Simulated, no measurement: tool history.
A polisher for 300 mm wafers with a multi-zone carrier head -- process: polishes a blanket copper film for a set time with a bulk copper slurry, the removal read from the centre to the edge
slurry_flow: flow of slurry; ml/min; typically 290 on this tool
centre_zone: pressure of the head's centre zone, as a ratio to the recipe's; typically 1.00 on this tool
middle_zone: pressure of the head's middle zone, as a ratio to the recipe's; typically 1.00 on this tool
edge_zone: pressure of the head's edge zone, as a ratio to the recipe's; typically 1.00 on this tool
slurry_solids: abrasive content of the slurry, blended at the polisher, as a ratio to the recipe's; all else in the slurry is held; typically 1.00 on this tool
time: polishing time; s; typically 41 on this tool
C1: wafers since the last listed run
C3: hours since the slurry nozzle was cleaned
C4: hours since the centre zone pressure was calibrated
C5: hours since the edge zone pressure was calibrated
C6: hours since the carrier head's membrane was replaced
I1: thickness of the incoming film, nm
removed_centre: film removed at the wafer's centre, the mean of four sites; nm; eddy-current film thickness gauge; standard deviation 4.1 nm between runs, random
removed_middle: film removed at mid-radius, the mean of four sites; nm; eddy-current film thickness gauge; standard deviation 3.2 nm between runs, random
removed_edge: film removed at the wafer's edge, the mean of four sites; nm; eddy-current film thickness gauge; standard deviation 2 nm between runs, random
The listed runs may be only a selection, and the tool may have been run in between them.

{"run": 1, "day": 0.0, "slurry_flow": 355, "centre_zone": 1.0, "middle_zone": 1.0, "edge_zone": 1.0, "slurry_solids": 1.0, "time": 41, "C1": 0, "wafers polished on this pad": 578, "C3": 361.4, "C4": 991.6, "C5": 288.0, "C6": 8.5, "I1": 2671.3, "removed_centre": 366.3, "removed_middle": 331.5, "removed_edge": 332.7}
{"day": 1.625, "done": "centre zone pressure recalibrated"}
{"run": 2, "day": 2.008, "slurry_flow": 290, "centre_zone": 0.89, "middle_zone": 1.0, "edge_zone": 1.09, "slurry_solids": 0.8, "time": 49, "C1": 541, "wafers polished on this pad": 1120, "C3": 409.6, "C4": 9.2, "C5": 336.2, "C6": 56.7, "I1": 2736.8, "removed_centre": 307.1, "removed_middle": 368.9, "removed_edge": 381.1}
{"run": 3, "day": 4.912, "slurry_flow": 225, "centre_zone": 0.89, "middle_zone": 0.92, "edge_zone": 1.0, "slurry_solids": 1.0, "time": 41, "C1": 816, "wafers polished on this pad": 1936, "C3": 479.3, "C4": 78.9, "C5": 405.9, "C6": 126.4, "I1": 2697.1, "removed_centre": 278.3, "removed_middle": 297.0, "removed_edge": 323.6}
{"run": 4, "day": 8.154, "slurry_flow": 290, "centre_zone": 1.0, "middle_zone": 1.0, "edge_zone": 1.0, "slurry_solids": 1.0, "time": 41, "C1": 911, "wafers polished on this pad": 2848, "C3": 557.1, "C4": 156.7, "C5": 483.7, "C6": 204.2, "I1": 2658.7, "removed_centre": 331.4, "removed_middle": 328.3, "removed_edge": 325.1}
{"run": 5, "day": 11.896, "slurry_flow": 290, "centre_zone": 1.0, "middle_zone": 1.0, "edge_zone": 1.0, "slurry_solids": 1.0, "time": 41, "C1": 1052, "wafers polished on this pad": 3901, "C3": 646.9, "C4": 246.5, "C5": 573.5, "C6": 294.0, "I1": 2721.7, "removed_centre": 323.7, "removed_middle": 327.0, "removed_edge": 330.5}
{"run": 6, "day": 14.625, "slurry_flow": 290, "centre_zone": 1.0, "middle_zone": 1.0, "edge_zone": 1.0, "slurry_solids": 1.0, "time": 41, "C1": 767, "wafers polished on this pad": 4668, "C3": 712.4, "C4": 312.0, "C5": 639.0, "C6": 359.5, "I1": 2716.7, "removed_centre": 326.3, "removed_middle": 323.2, "removed_edge": 328.2}
{"day": 14.962, "done": "edge zone pressure recalibrated"}
{"run": 7, "day": 18.192, "slurry_flow": 290, "centre_zone": 1.09, "middle_zone": 1.0, "edge_zone": 0.91, "slurry_solids": 1.0, "time": 32, "C1": 979, "wafers polished on this pad": 5648, "C3": 798.0, "C4": 397.6, "C5": 77.5, "C6": 445.1, "I1": 2783.2, "removed_centre": 292.5, "removed_middle": 252.7, "removed_edge": 244.5}
{"day": 19.517, "done": "slurry nozzle cleaned"}
{"run": 8, "day": 19.971, "slurry_flow": 290, "centre_zone": 1.04, "middle_zone": 0.89, "edge_zone": 1.0, "slurry_solids": 1.0, "time": 54, "C1": 488, "wafers polished on this pad": 6136, "C3": 10.9, "C4": 440.3, "C5": 120.2, "C6": 487.8, "I1": 2719.0, "removed_centre": 461.3, "removed_middle": 391.5, "removed_edge": 438.7}
{"run": 9, "day": 21.654, "slurry_flow": 290, "centre_zone": 1.07, "middle_zone": 1.0, "edge_zone": 1.0, "slurry_solids": 1.0, "time": 30, "C1": 473, "wafers polished on this pad": 6610, "C3": 51.3, "C4": 480.7, "C5": 160.6, "C6": 528.2, "I1": 2755.4, "removed_centre": 261.2, "removed_middle": 242.9, "removed_edge": 241.9}
{"run": 10, "day": 25.104, "slurry_flow": 210, "centre_zone": 1.0, "middle_zone": 1.0, "edge_zone": 1.0, "slurry_solids": 1.0, "time": 41, "C1": 970, "wafers polished on this pad": 7580, "C3": 134.1, "C4": 563.5, "C5": 243.4, "C6": 611.0, "I1": 2725.4, "removed_centre": 329.0, "removed_middle": 316.1, "removed_edge": 324.6}
{"day": 28.421, "done": "worn pad replaced by a new one"}
{"run": 11, "day": 29.258, "slurry_flow": 290, "centre_zone": 1.0, "middle_zone": 1.0, "edge_zone": 1.0, "slurry_solids": 1.0, "time": 41, "C1": 1121, "wafers polished on this pad": 235, "C3": 233.8, "C4": 663.2, "C5": 343.1, "C6": 710.7, "I1": 2750.8, "removed_centre": 348.5, "removed_middle": 325.4, "removed_edge": 330.4}
{"run": 12, "day": 33.733, "slurry_flow": 315, "centre_zone": 0.91, "middle_zone": 1.0, "edge_zone": 1.0, "slurry_solids": 1.0, "time": 41, "C1": 1258, "wafers polished on this pad": 1493, "C3": 341.2, "C4": 770.6, "C5": 450.5, "C6": 818.1, "I1": 2684.1, "removed_centre": 316.0, "removed_middle": 323.6, "removed_edge": 333.9}
{"run": 13, "day": 38.292, "slurry_flow": 290, "centre_zone": 1.0, "middle_zone": 1.07, "edge_zone": 1.0, "slurry_solids": 1.3, "time": 41, "C1": 1282, "wafers polished on this pad": 2775, "C3": 450.6, "C4": 880.0, "C5": 559.9, "C6": 927.5, "I1": 2725.3, "removed_centre": 379.6, "removed_middle": 371.9, "removed_edge": 353.0}
{"run": 14, "day": 41.454, "slurry_flow": 290, "centre_zone": 1.0, "middle_zone": 1.0, "edge_zone": 1.0, "slurry_solids": 1.0, "time": 55, "C1": 889, "wafers polished on this pad": 3665, "C3": 526.5, "C4": 955.9, "C5": 635.8, "C6": 1003.4, "I1": 2719.1, "removed_centre": 479.5, "removed_middle": 441.8, "removed_edge": 442.6}
{"day": 43.088, "done": "centre zone pressure recalibrated"}
{"run": 15, "day": 44.662, "slurry_flow": 290, "centre_zone": 1.0, "middle_zone": 1.03, "edge_zone": 0.92, "slurry_solids": 1.0, "time": 41, "C1": 878, "wafers polished on this pad": 4544, "C3": 603.5, "C4": 37.8, "C5": 712.8, "C6": 1080.4, "I1": 2763.9, "removed_centre": 322.6, "removed_middle": 337.5, "removed_edge": 318.6}
{"day": 47.096, "done": "edge zone pressure recalibrated"}
{"run": 16, "day": 47.325, "slurry_flow": 290, "centre_zone": 1.0, "middle_zone": 1.03, "edge_zone": 0.94, "slurry_solids": 1.0, "time": 41, "C1": 725, "wafers polished on this pad": 5269, "C3": 667.4, "C4": 101.7, "C5": 5.5, "C6": 1144.3, "I1": 2778.5, "removed_centre": 329.1, "removed_middle": 331.0, "removed_edge": 321.4}
{"run": 17, "day": 49.954, "slurry_flow": 290, "centre_zone": 1.0, "middle_zone": 1.0, "edge_zone": 1.0, "slurry_solids": 0.8, "time": 52, "C1": 739, "wafers polished on this pad": 6009, "C3": 730.5, "C4": 164.8, "C5": 68.6, "C6": 1207.4, "I1": 2734.8, "removed_centre": 388.9, "removed_middle": 391.9, "removed_edge": 389.6}
{"day": 51.608, "done": "slurry nozzle cleaned"}
{"run": 18, "day": 52.392, "slurry_flow": 290, "centre_zone": 1.0, "middle_zone": 1.0, "edge_zone": 1.0, "slurry_solids": 1.0, "time": 41, "C1": 673, "wafers polished on this pad": 6682, "C3": 18.8, "C4": 223.3, "C5": 127.1, "C6": 1265.9, "I1": 2749.6, "removed_centre": 333.5, "removed_middle": 324.5, "removed_edge": 329.0}
{"run": 19, "day": 54.054, "slurry_flow": 290, "centre_zone": 0.91, "middle_zone": 1.0, "edge_zone": 1.0, "slurry_solids": 1.0, "time": 41, "C1": 467, "wafers polished on this pad": 7150, "C3": 58.7, "C4": 263.2, "C5": 167.0, "C6": 1305.8, "I1": 2703.7, "removed_centre": 299.7, "removed_middle": 330.8, "removed_edge": 330.7}
{"run": 20, "day": 56.142, "slurry_flow": 290, "centre_zone": 1.0, "middle_zone": 1.0, "edge_zone": 1.0, "slurry_solids": 1.25, "time": 41, "C1": 587, "wafers polished on this pad": 7737, "C3": 108.8, "C4": 313.3, "C5": 217.1, "C6": 1355.9, "I1": 2685.8, "removed_centre": 365.9, "removed_middle": 346.8, "removed_edge": 349.1}
{"day": 57.346, "done": "worn pad replaced by a new one"}
{"run": 21, "day": 57.721, "slurry_flow": 290, "centre_zone": 1.0, "middle_zone": 0.96, "edge_zone": 1.04, "slurry_solids": 1.0, "time": 41, "C1": 397, "wafers polished on this pad": 105, "C3": 146.7, "C4": 351.2, "C5": 255.0, "C6": 1393.8, "I1": 2705.9, "removed_centre": 333.4, "removed_middle": 318.0, "removed_edge": 335.6}
{"run": 22, "day": 62.217, "slurry_flow": 290, "centre_zone": 1.0, "middle_zone": 1.0, "edge_zone": 1.0, "slurry_solids": 1.0, "time": 53, "C1": 1264, "wafers polished on this pad": 1369, "C3": 254.6, "C4": 459.1, "C5": 362.9, "C6": 1501.7, "I1": 2697.9, "removed_centre": 435.5, "removed_middle": 423.3, "removed_edge": 425.0}

The logged runs with the hidden state left out (each run's random variation unchanged):
The hidden state here: removal rate lost through wear of the pad, %; slurry flow missing at the pad, %; deviation of the centre zone's pressure from its setpoint, %; deviation of the edge zone's pressure from its setpoint, %.
run=1 removed_centre=323.2
run=2 removed_centre=307.8
run=3 removed_centre=276.5
run=4 removed_centre=326.4
run=5 removed_centre=315.4
run=6 removed_centre=315.5
run=7 removed_centre=280.1
run=8 removed_centre=439.6
run=9 removed_centre=247.8
run=10 removed_centre=309.1
run=11 removed_centre=323.7
run=12 removed_centre=289.9
run=13 removed_centre=344.4
run=14 removed_centre=431.4
run=15 removed_centre=318.4
run=16 removed_centre=322.3
run=17 removed_centre=378.1
run=18 removed_centre=322.0
run=19 removed_centre=288.0
run=20 removed_centre=349.7
run=21 removed_centre=317.2
run=22 removed_centre=409.4
removed_middle: differs from the measured result by no more than 0.2 nm in any run.
removed_edge: unchanged from measured in all runs.
